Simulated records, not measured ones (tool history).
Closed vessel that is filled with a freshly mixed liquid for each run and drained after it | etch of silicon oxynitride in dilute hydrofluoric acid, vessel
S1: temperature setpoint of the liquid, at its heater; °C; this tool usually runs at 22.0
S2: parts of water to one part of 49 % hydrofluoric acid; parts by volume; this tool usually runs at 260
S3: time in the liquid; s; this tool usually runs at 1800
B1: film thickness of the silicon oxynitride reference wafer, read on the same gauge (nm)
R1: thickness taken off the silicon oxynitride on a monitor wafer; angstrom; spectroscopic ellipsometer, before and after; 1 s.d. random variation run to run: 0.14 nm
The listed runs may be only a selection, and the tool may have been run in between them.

run	hour	S1	S2	S3	B1	R1
1	0.0	22.0	260	1800	130.05	231.6
# hour 36.1: gauge calibrated
2	59.6	22.0	260	1410	130.01	178.6
3	87.9	22.0	260	1410	130.01	183.9
4	146.5	22.0	260	1410	129.97	181.1
5	189.6	23.0	260	1800	129.94	242.2
6	230.6	23.0	260	1800	129.94	243.3
7	288.0	23.0	260	1800	130.00	244.3
# hour 322.4: thermometer replaced
8	350.8	22.0	260	1800	130.02	212.8
9	375.2	22.0	210	2130	129.99	325.8
# hour 414.7: gauge calibrated
10	431.2	22.0	260	1800	130.00	217.2
11	464.0	22.0	260	1800	129.98	214.7
12	501.3	27.0	195	1800	129.99	380.5
# hour 539.8: hydrofluoric acid flow meter replaced
13	550.8	18.0	215	1070	130.02	133.8
14	600.5	22.0	315	1800	129.99	173.5
15	639.0	24.0	260	2550	129.99	337.9
16	702.6	22.0	340	2330	130.03	203.5
17	750.3	22.0	170	1800	130.02	353.9

Predict each of these 5 candidate next runs independently; none follows another, all start after run 17:
A	751.4	22.0	260	1800	?	?
B	751.4	22.0	305	2690	?	?
C	751.4	19.0	150	1520	?	?
D	751.4	19.5	260	2105	?	?
E	751.4	24.0	325	2245	?	?

run	B1	R1
A	130.04	218.4
B	130.04	270.1
C	130.04	299.8
D	130.04	228.4
E	130.04	227.2
The same runs, with their run-to-run variation unchanged, on a tool lacking any hidden condition would have given:
run	R1
A	214.8
B	265.8
C	294.5
D	224.6
E	223.7
